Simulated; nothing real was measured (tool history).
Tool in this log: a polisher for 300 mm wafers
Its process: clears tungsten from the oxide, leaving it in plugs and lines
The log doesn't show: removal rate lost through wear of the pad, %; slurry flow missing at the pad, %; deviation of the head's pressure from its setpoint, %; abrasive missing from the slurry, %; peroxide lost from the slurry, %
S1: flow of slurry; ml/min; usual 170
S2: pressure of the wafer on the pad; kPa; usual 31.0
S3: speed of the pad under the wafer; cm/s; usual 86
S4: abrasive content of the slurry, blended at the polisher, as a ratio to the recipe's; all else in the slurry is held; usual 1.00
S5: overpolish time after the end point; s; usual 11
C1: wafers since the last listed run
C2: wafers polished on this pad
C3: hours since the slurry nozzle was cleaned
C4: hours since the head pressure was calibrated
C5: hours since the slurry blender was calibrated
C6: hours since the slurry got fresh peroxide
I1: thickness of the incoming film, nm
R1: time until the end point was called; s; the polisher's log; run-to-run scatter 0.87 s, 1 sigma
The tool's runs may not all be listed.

{"run": 1, "hour": 0.0, "S1": 170, "S2": 31.0, "S3": 94, "S4": 1.0, "S5": 11, "C1": 0, "C2": 434, "C3": 318.5, "C4": 699.7, "C5": 10.2, "C6": 208.4, "I1": 325.9, "R1": 67.8}
{"hour": 8.8, "done": "slurry tank refilled with fresh slurry and peroxide"}
{"run": 2, "hour": 32.9, "S1": 170, "S2": 31.0, "S3": 94, "S4": 1.0, "S5": 11, "C1": 286, "C2": 720, "C3": 351.4, "C4": 732.6, "C5": 43.1, "C6": 24.1, "I1": 334.3, "R1": 69.8}
{"run": 3, "hour": 61.0, "S1": 170, "S2": 31.0, "S3": 86, "S4": 1.0, "S5": 11, "C1": 252, "C2": 973, "C3": 379.5, "C4": 760.7, "C5": 71.2, "C6": 52.2, "I1": 336.6, "R1": 75.3}
{"hour": 85.2, "done": "worn pad replaced by a new one"}
{"run": 4, "hour": 85.7, "S1": 170, "S2": 31.0, "S3": 86, "S4": 1.0, "S5": 11, "C1": 186, "C2": 4, "C3": 404.2, "C4": 785.4, "C5": 95.9, "C6": 76.9, "I1": 330.3, "R1": 75.6}
{"hour": 97.8, "done": "slurry nozzle cleaned"}
{"run": 5, "hour": 112.7, "S1": 170, "S2": 31.0, "S3": 86, "S4": 1.0, "S5": 11, "C1": 233, "C2": 238, "C3": 14.9, "C4": 812.4, "C5": 122.9, "C6": 103.9, "I1": 331.7, "R1": 72.8}
{"run": 6, "hour": 140.5, "S1": 190, "S2": 31.0, "S3": 86, "S4": 1.0, "S5": 14, "C1": 250, "C2": 488, "C3": 42.7, "C4": 840.2, "C5": 150.7, "C6": 131.7, "I1": 326.2, "R1": 72.3}
{"run": 7, "hour": 160.2, "S1": 190, "S2": 31.0, "S3": 86, "S4": 1.0, "S5": 14, "C1": 177, "C2": 666, "C3": 62.4, "C4": 859.9, "C5": 170.4, "C6": 151.4, "I1": 330.6, "R1": 73.1}
{"hour": 172.6, "done": "slurry tank refilled with fresh slurry and peroxide"}
{"run": 8, "hour": 193.9, "S1": 170, "S2": 31.0, "S3": 74, "S4": 1.0, "S5": 11, "C1": 294, "C2": 960, "C3": 96.1, "C4": 893.6, "C5": 204.1, "C6": 21.3, "I1": 333.7, "R1": 87.9}
{"run": 9, "hour": 206.4, "S1": 170, "S2": 31.0, "S3": 74, "S4": 1.0, "S5": 11, "C1": 112, "C2": 1072, "C3": 108.6, "C4": 906.1, "C5": 216.6, "C6": 33.8, "I1": 333.9, "R1": 86.5}
{"hour": 228.1, "done": "worn pad replaced by a new one"}
{"run": 10, "hour": 228.6, "S1": 170, "S2": 31.0, "S3": 74, "S4": 1.0, "S5": 11, "C1": 163, "C2": 4, "C3": 130.8, "C4": 928.3, "C5": 238.8, "C6": 56.0, "I1": 332.1, "R1": 87.0}
{"hour": 233.0, "done": "slurry blender recalibrated"}
{"run": 11, "hour": 240.7, "S1": 170, "S2": 31.0, "S3": 86, "S4": 1.0, "S5": 11, "C1": 90, "C2": 95, "C3": 142.9, "C4": 940.4, "C5": 7.7, "C6": 68.1, "I1": 328.2, "R1": 72.9}
{"run": 12, "hour": 262.2, "S1": 170, "S2": 31.0, "S3": 86, "S4": 1.15, "S5": 11, "C1": 193, "C2": 288, "C3": 164.4, "C4": 961.9, "C5": 29.2, "C6": 89.6, "I1": 334.8, "R1": 71.6}
{"run": 13, "hour": 277.5, "S1": 190, "S2": 31.0, "S3": 62, "S4": 1.0, "S5": 8, "C1": 137, "C2": 426, "C3": 179.7, "C4": 977.2, "C5": 44.5, "C6": 104.9, "I1": 327.0, "R1": 102.0}
{"run": 14, "hour": 291.2, "S1": 170, "S2": 31.0, "S3": 104, "S4": 0.8, "S5": 8, "C1": 123, "C2": 549, "C3": 193.4, "C4": 990.9, "C5": 58.2, "C6": 118.6, "I1": 331.9, "R1": 66.0}
{"hour": 309.3, "done": "head pressure recalibrated"}
{"run": 15, "hour": 309.8, "S1": 170, "S2": 31.0, "S3": 94, "S4": 1.0, "S5": 11, "C1": 149, "C2": 698, "C3": 212.0, "C4": 0.5, "C5": 76.8, "C6": 137.2, "I1": 329.7, "R1": 53.2}
{"run": 16, "hour": 335.9, "S1": 130, "S2": 42.1, "S3": 86, "S4": 1.0, "S5": 6, "C1": 234, "C2": 933, "C3": 238.1, "C4": 26.6, "C5": 102.9, "C6": 163.3, "I1": 328.0, "R1": 45.0}
{"run": 17, "hour": 356.0, "S1": 170, "S2": 31.0, "S3": 86, "S4": 1.0, "S5": 11, "C1": 180, "C2": 1114, "C3": 258.2, "C4": 46.7, "C5": 123.0, "C6": 183.4, "I1": 331.1, "R1": 60.0}
{"hour": 365.6, "done": "slurry tank refilled with fresh slurry and peroxide"}
{"hour": 373.2, "done": "worn pad replaced by a new one"}
{"run": 18, "hour": 373.7, "S1": 170, "S2": 31.0, "S3": 114, "S4": 1.1, "S5": 11, "C1": 114, "C2": 4, "C3": 275.9, "C4": 64.4, "C5": 140.7, "C6": 8.1, "I1": 333.5, "R1": 44.1}
{"run": 19, "hour": 387.5, "S1": 170, "S2": 31.0, "S3": 86, "S4": 1.0, "S5": 17, "C1": 124, "C2": 128, "C3": 289.7, "C4": 78.2, "C5": 154.5, "C6": 21.9, "I1": 331.7, "R1": 60.5}
{"run": 20, "hour": 418.5, "S1": 170, "S2": 31.0, "S3": 86, "S4": 1.0, "S5": 11, "C1": 278, "C2": 407, "C3": 320.7, "C4": 109.2, "C5": 185.5, "C6": 52.9, "I1": 330.0, "R1": 59.9}
{"hour": 426.4, "done": "slurry nozzle cleaned"}
{"hour": 458.7, "done": "head pressure recalibrated, repeated, since the last time left the tool worse"}
{"hour": 462.1, "done": "slurry blender recalibrated"}
{"run": 21, "hour": 517.4, "S1": 170, "S2": 31.0, "S3": 110, "S4": 1.0, "S5": 11, "C1": 844, "C2": 1251, "C3": 91.0, "C4": 58.7, "C5": 55.3, "C6": 151.8, "I1": 325.1, "R1": 53.1}
{"hour": 528.5, "done": "worn pad replaced by a new one"}
{"run": 22, "hour": 540.3, "S1": 170, "S2": 31.0, "S3": 86, "S4": 1.0, "S5": 11, "C1": 169, "C2": 105, "C3": 113.9, "C4": 81.6, "C5": 78.2, "C6": 174.7, "I1": 326.7, "R1": 68.6}
{"hour": 563.1, "done": "slurry tank refilled with fresh slurry and peroxide"}
{"run": 23, "hour": 573.1, "S1": 170, "S2": 22.8, "S3": 86, "S4": 1.0, "S5": 7, "C1": 286, "C2": 391, "C3": 146.7, "C4": 114.4, "C5": 111.0, "C6": 10.0, "I1": 328.6, "R1": 95.8}
{"run": 24, "hour": 590.9, "S1": 135, "S2": 31.0, "S3": 104, "S4": 0.75, "S5": 11, "C1": 160, "C2": 551, "C3": 164.5, "C4": 132.2, "C5": 128.8, "C6": 27.8, "I1": 334.0, "R1": 65.8}
{"run": 25, "hour": 611.8, "S1": 170, "S2": 31.0, "S3": 86, "S4": 1.0, "S5": 8, "C1": 187, "C2": 739, "C3": 185.4, "C4": 153.1, "C5": 149.7, "C6": 48.7, "I1": 331.8, "R1": 70.8}
{"run": 26, "hour": 642.7, "S1": 170, "S2": 31.0, "S3": 86, "S4": 1.0, "S5": 11, "C1": 277, "C2": 1017, "C3": 216.3, "C4": 184.0, "C5": 180.6, "C6": 79.6, "I1": 330.4, "R1": 71.8}
{"run": 27, "hour": 666.6, "S1": 130, "S2": 27.6, "S3": 70, "S4": 1.15, "S5": 11, "C1": 214, "C2": 1232, "C3": 240.2, "C4": 207.9, "C5": 204.5, "C6": 103.5, "I1": 327.4, "R1": 98.0}

Consider 3 possible next runs. They are alternatives, not a sequence: every one starts from the tool as it was left by run 27. What does each give?
{"run": "A", "hour": 667.1, "S1": 170, "S2": 31.0, "S3": 86, "S4": 1.0, "S5": 11, "C1": 4, "C2": 1237, "C3": 240.7, "C4": 208.4, "C5": 205.0, "C6": 104.0, "I1": 325.4, "R1": "?"}
{"run": "B", "hour": 667.1, "S1": 170, "S2": 25.5, "S3": 86, "S4": 1.25, "S5": 11, "C1": 4, "C2": 1237, "C3": 240.7, "C4": 208.4, "C5": 205.0, "C6": 104.0, "I1": 325.4, "R1": "?"}
{"run": "C", "hour": 667.1, "S1": 170, "S2": 40.0, "S3": 86, "S4": 1.15, "S5": 11, "C1": 4, "C2": 1237, "C3": 240.7, "C4": 208.4, "C5": 205.0, "C6": 104.0, "I1": 325.4, "R1": "?"}

run=A R1=70.7
run=B R1=81.0
run=C R1=52.8
Without the tool's hidden state the same runs would have given:
run=A R1=67.5
run=B R1=77.3
run=C R1=50.4

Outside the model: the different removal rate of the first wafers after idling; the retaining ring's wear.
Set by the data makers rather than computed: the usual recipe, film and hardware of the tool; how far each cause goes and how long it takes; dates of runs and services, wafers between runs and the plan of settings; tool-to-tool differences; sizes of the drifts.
